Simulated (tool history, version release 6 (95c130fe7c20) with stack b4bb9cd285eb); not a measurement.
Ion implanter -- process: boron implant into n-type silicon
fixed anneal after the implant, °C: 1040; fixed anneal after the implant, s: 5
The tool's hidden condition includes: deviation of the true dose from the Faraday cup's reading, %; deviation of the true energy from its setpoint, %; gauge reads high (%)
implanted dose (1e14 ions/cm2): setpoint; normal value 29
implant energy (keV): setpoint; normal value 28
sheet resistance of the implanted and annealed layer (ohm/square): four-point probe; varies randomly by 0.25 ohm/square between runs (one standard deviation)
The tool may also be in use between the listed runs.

run,hour,implanted dose (1e14 ions/cm2),implant energy (keV),wafers since the last listed run,hours since the last dose calibration,hours since the extraction supply was calibrated,hours since the gauge calibration,"read-back reference wafer on the same gauge, sheet resistance",sheet resistance of the implanted and annealed layer (ohm/square)
1,0,29,28,0,270.4,2305.3,1397.4,54.89,50.8
# hour 48: gauge calibrated
2,100.5,29,28,3122,370.9,2405.8,52.5,54.87,50.6
3,176.8,29,28,2370,447.2,2482.1,128.8,54.8,50.82
4,239.6,29,28,1950,510,2544.9,191.6,54.86,50.56
5,310,29,28,2187,580.4,2615.3,262,54.74,50.81
6,395.9,29,28,2668,666.3,2701.2,347.9,54.73,50.68
7,473.6,29,28,2413,744,2778.9,425.6,54.91,50.92
8,561,34.5,28,2715,831.4,2866.3,513,54.8,47.27
9,622.5,29,28,1910,892.9,2927.8,574.5,54.85,50.68
10,714.6,29,28,2861,985,3019.9,666.6,54.8,50.88
11,797,29,28,2559,1067.4,3102.3,749,54.74,51.79
12,892.1,29,28,2954,1162.5,3197.4,844.1,54.87,51.68
13,948.7,29,28,1758,1219.1,3254,900.7,54.94,51.7
# hour 968.3: Faraday cup replaced and dose calibrated
14,1047,26.97,28,2805,78.7,3352.3,999,54.82,52.25
15,1092.3,26.01,32,1407,124,3397.6,1044.3,54.85,52.14
16,1181.9,35.01,33,2783,213.6,3487.2,1133.9,54.81,44.31
17,1232.3,29,28,1565,264,3537.6,1184.3,54.87,50.89
18,1296.5,29,28,1994,328.2,3601.8,1248.5,54.7,50.64
# hour 1306.4: extraction supply calibrated
19,1361.4,32.57,31.5,1767,393.1,55,1313.4,54.78,46.53
20,1429.2,26.01,32,2106,460.9,122.8,1381.2,54.8,52.17
# hour 1493.9: gauge calibrated
21,1499.8,29,24,2193,531.5,193.4,5.9,54.8,53.53
22,1536.3,32.22,22,1133,568,229.9,42.4,54.93,53.07
23,1591.4,24.46,22,1711,623.1,285,97.5,54.88,59.64
24,1669.8,36.72,24.5,2435,701.5,363.4,175.9,54.91,49.13
25,1764.3,37.19,33.5,2935,796,457.9,270.4,54.76,43.22
26,1829.7,26.7,31,2031,861.4,523.3,335.8,54.82,52.15
27,1921.2,31.38,24,2842,952.9,614.8,427.3,54.7,52.75
28,1979.3,29,28,1804,1011,672.9,485.4,54.74,51.56
29,2075,23.25,37,2973,1106.7,768.6,581.1,54.72,56.29

Below, some changes in sheet resistance of the implanted and annealed layer (ohm/square) between adjacent runs. For each, the amount present without the hidden state too (settings, incoming material, random variation) and the amount remaining for the hidden state with gauge scatter not shared by both compared results:
Run 13 -> 14: implanted dose (1e14 ions/cm2) 29 -> 26.97, Faraday cup replaced and dose calibrated. sheet resistance of the implanted and annealed layer (ohm/square) +0.55: hidden state -1, all else +1.55.
Run 23 -> 24: implanted dose (1e14 ions/cm2) 24.46 -> 36.72, implant energy (keV) 22 -> 24.5. sheet resistance of the implanted and annealed layer (ohm/square) -10.51: hidden state -0.22, all else -10.29.
Run 25 -> 26: implanted dose (1e14 ions/cm2) 37.19 -> 26.7, implant energy (keV) 33.5 -> 31. sheet resistance of the implanted and annealed layer (ohm/square) +8.93: hidden state +0.4, all else +8.53.
Run 28 -> 29: implanted dose (1e14 ions/cm2) 29 -> 23.25, implant energy (keV) 28 -> 37. sheet resistance of the implanted and annealed layer (ohm/square) +4.73: hidden state +0.72, all else +4.01.
